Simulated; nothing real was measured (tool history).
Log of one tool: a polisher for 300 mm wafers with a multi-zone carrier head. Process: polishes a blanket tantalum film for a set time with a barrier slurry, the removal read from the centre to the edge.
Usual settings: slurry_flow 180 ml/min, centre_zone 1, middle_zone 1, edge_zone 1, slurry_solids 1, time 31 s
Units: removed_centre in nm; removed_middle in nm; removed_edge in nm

run    hour  slurry_flow  centre_zone  middle_zone  edge_zone  slurry_solids  time  incoming thickness of the incoming film, nm  removed_centre  removed_middle  removed_edge
  1       0          180            1            1          1              1    31                                        219.4            33.8            32.7          34.6
         11  -- slurry nozzle cleaned
       72.9  -- worn pad replaced by a new one
  2    80.6          180            1            1          1              1    31                                        219.1            36.9            36.8          36.6
  3   119.5          180            1            1          1              1    31                                        217.3            37.4            36.8          36.1
  4   223.7          180            1            1          1              1    31                                        221.8            36.4            35.9          35.7
  5   310.2          180            1            1          1              1    31                                          222            34.7            34.6          35.1
  6   408.7          180            1            1          1              1    31                                        220.1            33.8            34.1            34
      442.8  -- edge zone pressure recalibrated
  7   465.1          180            1            1          1              1    31                                        219.6            33.3              34          34.3
      487.8  -- slurry nozzle cleaned
        516  -- worn pad replaced by a new one
  8   531.7          180            1            1          1              1    31                                        222.5              38            37.2          37.2
  9   603.4          210            1            1          1              1    31                                        221.7            38.8            37.4          37.2
 10   650.3          180          0.9            1          1              1    31                                        219.9            34.2            35.8          35.7
 11   746.4          180          0.9            1          1              1    31                                        222.1              33            35.5          36.1
 12     791          180            1            1       0.92           0.85    42                                        222.3            44.1            43.4          42.1
        872  -- worn pad replaced by a new one
      905.1  -- centre zone pressure recalibrated
      907.1  -- carrier head's membrane replaced by a new one
      940.6  -- edge zone pressure recalibrated
      957.5  -- slurry nozzle cleaned
 13   981.2          135         1.06          0.9          1              1    31                                        224.6            37.3            32.9          35.9
 14  1063.2          120         1.08         1.09          1              1    31                                        220.4            36.3            36.8          35.2
     1255.3  -- worn pad replaced by a new one
 15  1268.9          200            1         1.09          1              1    31                                        219.7            36.5            37.7          36.2
 16  1331.4          180            1            1       0.92           0.85    42                                        220.6            43.9            43.1          40.9
 17  1381.7          180            1            1          1           0.75    25                                        222.9            23.1            23.4          23.4
       1386  -- slurry nozzle cleaned
 18  1475.9          180            1            1          1              1    31                                          221            37.4            37.2          35.8
 19  1526.7          180            1            1          1              1    31                                        217.4            36.5              37          36.3
     1567.8  -- edge zone pressure recalibrated
 20  1568.3          180         1.05         1.12       1.11              1    31                                        215.8            38.8            39.3          37.9
 21  1654.8          145         0.96            1          1              1    31                                        220.6            33.5            33.2          34.1

4 ways to go on from here, each from the tool as it stands after run 21. What would each give?
  A  1655.2          180            1            1          1              1    31                                        219.3               ?               ?             ?
  B  1655.2          180         1.05            1          1              1    21                                        219.3               ?               ?             ?
  C  1655.2          180         0.91            1          1           1.25    31                                        219.3               ?               ?             ?
  D  1655.2          220          0.9            1       1.03            0.8    31                                        219.3               ?               ?             ?

run  removed_centre  removed_middle  removed_edge
  A            36.3            35.5          36.4
  B            25.7              24          24.6
  C            36.5            38.8          39.8
  D            30.1            32.1          33.1
Without the tool's hidden state the same runs would have given:
run  removed_centre  removed_middle  removed_edge
  A            38.6            37.4          37.8
  B            27.3            25.3          25.6
  C            38.7            40.9          41.3
  D            31.5            33.6          34.1
